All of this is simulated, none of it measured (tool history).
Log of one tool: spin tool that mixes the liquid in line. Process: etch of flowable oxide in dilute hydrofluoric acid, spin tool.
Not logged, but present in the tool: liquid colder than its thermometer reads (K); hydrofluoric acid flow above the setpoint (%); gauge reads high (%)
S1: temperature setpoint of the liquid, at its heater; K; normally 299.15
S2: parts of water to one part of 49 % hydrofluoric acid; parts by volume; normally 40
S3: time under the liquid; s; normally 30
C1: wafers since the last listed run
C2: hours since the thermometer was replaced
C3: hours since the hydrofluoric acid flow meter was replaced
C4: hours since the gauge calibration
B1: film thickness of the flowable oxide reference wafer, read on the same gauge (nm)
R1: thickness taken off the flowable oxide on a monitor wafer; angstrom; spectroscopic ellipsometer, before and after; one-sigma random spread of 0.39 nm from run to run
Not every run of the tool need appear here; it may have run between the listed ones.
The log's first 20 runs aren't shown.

{"run": 21, "day": 43.979, "S1": 303.65, "S2": 30, "S3": 15, "C1": 1105, "C2": 257.4, "C3": 1626.7, "C4": 501.4, "B1": 130, "R1": 323.5}
{"run": 22, "day": 46.858, "S1": 299.15, "S2": 40, "S3": 30, "C1": 1396, "C2": 326.5, "C3": 1695.8, "C4": 570.5, "B1": 129.98, "R1": 396.7}
{"day": 47.896, "done": "hydrofluoric acid flow meter replaced"}
{"run": 23, "day": 48.375, "S1": 302.65, "S2": 40, "S3": 30, "C1": 715, "C2": 362.9, "C3": 11.5, "C4": 606.9, "B1": 129.99, "R1": 453.5}
{"run": 24, "day": 50.617, "S1": 299.15, "S2": 50, "S3": 25, "C1": 1087, "C2": 416.7, "C3": 65.3, "C4": 660.7, "B1": 130, "R1": 257.3}
{"run": 25, "day": 58.596, "S1": 304.15, "S2": 40, "S3": 15, "C1": 3871, "C2": 608.2, "C3": 256.8, "C4": 852.2, "B1": 130.01, "R1": 234}
{"run": 26, "day": 60.383, "S1": 299.15, "S2": 40, "S3": 30, "C1": 867, "C2": 651.1, "C3": 299.7, "C4": 895.1, "B1": 130.02, "R1": 381.4}
{"run": 27, "day": 61.817, "S1": 295.15, "S2": 45, "S3": 30, "C1": 695, "C2": 685.5, "C3": 334.1, "C4": 929.5, "B1": 129.98, "R1": 282.1}
{"run": 28, "day": 64.325, "S1": 299.15, "S2": 45, "S3": 35, "C1": 1216, "C2": 745.7, "C3": 394.3, "C4": 989.7, "B1": 129.99, "R1": 389.5}
{"run": 29, "day": 65.621, "S1": 299.15, "S2": 40, "S3": 50, "C1": 628, "C2": 776.8, "C3": 425.4, "C4": 1020.8, "B1": 129.99, "R1": 627}
{"run": 30, "day": 67.967, "S1": 299.15, "S2": 60, "S3": 15, "C1": 1138, "C2": 833.1, "C3": 481.7, "C4": 1077.1, "B1": 130, "R1": 122.4}
{"run": 31, "day": 70.812, "S1": 299.15, "S2": 50, "S3": 45, "C1": 1380, "C2": 901.4, "C3": 550, "C4": 1145.4, "B1": 129.99, "R1": 441.4}
{"run": 32, "day": 72.562, "S1": 299.15, "S2": 40, "S3": 30, "C1": 848, "C2": 943.4, "C3": 592, "C4": 1187.4, "B1": 130.01, "R1": 368.8}
{"run": 33, "day": 74.638, "S1": 299.15, "S2": 40, "S3": 35, "C1": 1006, "C2": 993.2, "C3": 641.8, "C4": 1237.2, "B1": 130.02, "R1": 426.7}

Forecast each of these 5 alternatives for the next run:
{"run": "A", "day": 74.654, "S1": 299.15, "S2": 40, "S3": 20, "C1": 8, "C2": 993.6, "C3": 642.2, "C4": 1237.6, "B1": "?", "R1": "?"}
{"run": "B", "day": 74.654, "S1": 299.15, "S2": 25, "S3": 20, "C1": 8, "C2": 993.6, "C3": 642.2, "C4": 1237.6, "B1": "?", "R1": "?"}
{"run": "C", "day": 74.654, "S1": 297.65, "S2": 50, "S3": 40, "C1": 8, "C2": 993.6, "C3": 642.2, "C4": 1237.6, "B1": "?", "R1": "?"}
{"run": "D", "day": 74.654, "S1": 295.15, "S2": 25, "S3": 15, "C1": 8, "C2": 993.6, "C3": 642.2, "C4": 1237.6, "B1": "?", "R1": "?"}
{"run": "E", "day": 74.654, "S1": 302.15, "S2": 40, "S3": 30, "C1": 8, "C2": 993.6, "C3": 642.2, "C4": 1237.6, "B1": "?", "R1": "?"}

run=A B1=129.99 R1=247.7
run=B B1=129.99 R1=404.3
run=C B1=129.99 R1=367.5
run=D B1=129.99 R1=255.6
run=E B1=129.99 R1=420.3
Had the tool no hidden state, the same runs would have come out as:
run=A R1=271.4
run=B R1=443.6
run=C R1=402.8
run=D R1=281.2
run=E R1=459.6
